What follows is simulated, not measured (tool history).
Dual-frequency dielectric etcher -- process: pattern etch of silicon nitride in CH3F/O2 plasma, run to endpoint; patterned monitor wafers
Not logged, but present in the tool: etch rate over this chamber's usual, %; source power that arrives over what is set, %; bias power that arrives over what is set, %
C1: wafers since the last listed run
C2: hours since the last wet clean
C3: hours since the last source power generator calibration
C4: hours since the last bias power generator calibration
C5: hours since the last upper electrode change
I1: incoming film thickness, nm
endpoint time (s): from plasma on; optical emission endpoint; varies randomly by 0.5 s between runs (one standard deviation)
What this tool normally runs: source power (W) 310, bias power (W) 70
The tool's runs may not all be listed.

{"run": 1, "hour": 0.0, "source power (W)": 310, "bias power (W)": 70, "C1": 0, "C2": 409.8, "C3": 1722.3, "C4": 3744.6, "C5": 4742, "I1": 85.7, "endpoint time (s)": 108.8}
{"run": 2, "hour": 10.2, "source power (W)": 310, "bias power (W)": 70, "C1": 81, "C2": 420, "C3": 1732.5, "C4": 3754.8, "C5": 4752.2, "I1": 84.5, "endpoint time (s)": 107.1}
{"run": 3, "hour": 26.7, "source power (W)": 310, "bias power (W)": 70, "C1": 132, "C2": 436.5, "C3": 1749, "C4": 3771.3, "C5": 4768.7, "I1": 86, "endpoint time (s)": 109.2}
{"run": 4, "hour": 40.1, "source power (W)": 310, "bias power (W)": 70, "C1": 107, "C2": 449.9, "C3": 1762.4, "C4": 3784.7, "C5": 4782.1, "I1": 85.9, "endpoint time (s)": 109.2}
{"run": 5, "hour": 56.7, "source power (W)": 310, "bias power (W)": 70, "C1": 132, "C2": 466.5, "C3": 1779, "C4": 3801.3, "C5": 4798.7, "I1": 85.6, "endpoint time (s)": 108.6}
{"run": 6, "hour": 71.1, "source power (W)": 310, "bias power (W)": 70, "C1": 115, "C2": 480.9, "C3": 1793.4, "C4": 3815.7, "C5": 4813.1, "I1": 85.9, "endpoint time (s)": 108.7}
{"run": 7, "hour": 85.8, "source power (W)": 310, "bias power (W)": 82, "C1": 117, "C2": 495.6, "C3": 1808.1, "C4": 3830.4, "C5": 4827.8, "I1": 84, "endpoint time (s)": 99}
{"run": 8, "hour": 97.9, "source power (W)": 310, "bias power (W)": 82, "C1": 96, "C2": 507.7, "C3": 1820.2, "C4": 3842.5, "C5": 4839.9, "I1": 86.3, "endpoint time (s)": 101.7}
{"run": 9, "hour": 114.8, "source power (W)": 310, "bias power (W)": 74, "C1": 135, "C2": 524.6, "C3": 1837.1, "C4": 3859.4, "C5": 4856.8, "I1": 86, "endpoint time (s)": 106.2}
{"hour": 129.3, "done": "bias power generator calibrated"}
{"run": 10, "hour": 129.8, "source power (W)": 310, "bias power (W)": 76, "C1": 88, "C2": 539.6, "C3": 1852.1, "C4": 0.5, "C5": 4871.8, "I1": 85.4, "endpoint time (s)": 103.5}
{"run": 11, "hour": 139.7, "source power (W)": 310, "bias power (W)": 76, "C1": 79, "C2": 549.5, "C3": 1862, "C4": 10.4, "C5": 4881.7, "I1": 85.5, "endpoint time (s)": 103}
{"run": 12, "hour": 154.3, "source power (W)": 310, "bias power (W)": 76, "C1": 116, "C2": 564.1, "C3": 1876.6, "C4": 25, "C5": 4896.3, "I1": 85.7, "endpoint time (s)": 103.2}
{"run": 13, "hour": 162.9, "source power (W)": 310, "bias power (W)": 70, "C1": 68, "C2": 572.7, "C3": 1885.2, "C4": 33.6, "C5": 4904.9, "I1": 85.5, "endpoint time (s)": 106.8}
{"run": 14, "hour": 172.7, "source power (W)": 350, "bias power (W)": 88, "C1": 78, "C2": 582.5, "C3": 1895, "C4": 43.4, "C5": 4914.7, "I1": 84.3, "endpoint time (s)": 90.6}
{"hour": 177.7, "done": "source power generator calibrated"}
{"run": 15, "hour": 189.1, "source power (W)": 310, "bias power (W)": 70, "C1": 99, "C2": 598.9, "C3": 11.4, "C4": 59.8, "C5": 4931.1, "I1": 85.2, "endpoint time (s)": 106.7}
{"run": 16, "hour": 206.1, "source power (W)": 350, "bias power (W)": 83, "C1": 136, "C2": 615.9, "C3": 28.4, "C4": 76.8, "C5": 4948.1, "I1": 86.6, "endpoint time (s)": 95.2}
{"hour": 247.2, "done": "wet clean of the chamber"}
{"run": 17, "hour": 251.4, "source power (W)": 250, "bias power (W)": 87, "C1": 170, "C2": 4.2, "C3": 73.7, "C4": 122.1, "C5": 4993.4, "I1": 85.1, "endpoint time (s)": 109.9}
{"hour": 284.6, "done": "upper electrode replaced"}
{"run": 18, "hour": 300.8, "source power (W)": 240, "bias power (W)": 70, "C1": 203, "C2": 53.6, "C3": 123.1, "C4": 171.5, "C5": 16.2, "I1": 85.1, "endpoint time (s)": 124.5}
{"run": 19, "hour": 306.9, "source power (W)": 310, "bias power (W)": 77, "C1": 48, "C2": 59.7, "C3": 129.2, "C4": 177.6, "C5": 22.3, "I1": 85, "endpoint time (s)": 106.5}
{"run": 20, "hour": 318.2, "source power (W)": 310, "bias power (W)": 88, "C1": 90, "C2": 71, "C3": 140.5, "C4": 188.9, "C5": 33.6, "I1": 85.9, "endpoint time (s)": 100.1}
{"run": 21, "hour": 326.5, "source power (W)": 310, "bias power (W)": 55, "C1": 66, "C2": 79.3, "C3": 148.8, "C4": 197.2, "C5": 41.9, "I1": 85.4, "endpoint time (s)": 123.8}
{"run": 22, "hour": 337.4, "source power (W)": 270, "bias power (W)": 65, "C1": 87, "C2": 90.2, "C3": 159.7, "C4": 208.1, "C5": 52.8, "I1": 85.4, "endpoint time (s)": 120.9}
{"run": 23, "hour": 354.4, "source power (W)": 380, "bias power (W)": 82, "C1": 136, "C2": 107.2, "C3": 176.7, "C4": 225.1, "C5": 69.8, "I1": 84.5, "endpoint time (s)": 94.1}
{"run": 24, "hour": 361.1, "source power (W)": 350, "bias power (W)": 70, "C1": 53, "C2": 113.9, "C3": 183.4, "C4": 231.8, "C5": 76.5, "I1": 85.2, "endpoint time (s)": 105}
{"run": 25, "hour": 371.8, "source power (W)": 250, "bias power (W)": 64, "C1": 85, "C2": 124.6, "C3": 194.1, "C4": 242.5, "C5": 87.2, "I1": 85.5, "endpoint time (s)": 127.5}
{"run": 26, "hour": 380.2, "source power (W)": 310, "bias power (W)": 70, "C1": 67, "C2": 133, "C3": 202.5, "C4": 250.9, "C5": 95.6, "I1": 86.1, "endpoint time (s)": 110.8}
{"run": 27, "hour": 390.1, "source power (W)": 310, "bias power (W)": 70, "C1": 79, "C2": 142.9, "C3": 212.4, "C4": 260.8, "C5": 105.5, "I1": 85, "endpoint time (s)": 109.3}

Forecast each of these 4 alternatives for the next run:
{"run": "A", "hour": 390.6, "source power (W)": 310, "bias power (W)": 70, "C1": 4, "C2": 143.4, "C3": 212.9, "C4": 261.3, "C5": 106, "I1": 85.6, "endpoint time (s)": "?"}
{"run": "B", "hour": 390.6, "source power (W)": 280, "bias power (W)": 70, "C1": 4, "C2": 143.4, "C3": 212.9, "C4": 261.3, "C5": 106, "I1": 85.6, "endpoint time (s)": "?"}
{"run": "C", "hour": 390.6, "source power (W)": 310, "bias power (W)": 78, "C1": 4, "C2": 143.4, "C3": 212.9, "C4": 261.3, "C5": 106, "I1": 85.6, "endpoint time (s)": "?"}
{"run": "D", "hour": 390.6, "source power (W)": 290, "bias power (W)": 59, "C1": 4, "C2": 143.4, "C3": 212.9, "C4": 261.3, "C5": 106, "I1": 85.6, "endpoint time (s)": "?"}

run=A endpoint_time_(s)=110.5
run=B endpoint_time_(s)=115.4
run=C endpoint_time_(s)=105.2
run=D endpoint_time_(s)=122.9
With no hidden state in the tool, these same runs would have given:
run=A endpoint_time_(s)=111.7
run=B endpoint_time_(s)=116.6
run=C endpoint_time_(s)=106.3
run=D endpoint_time_(s)=124.2
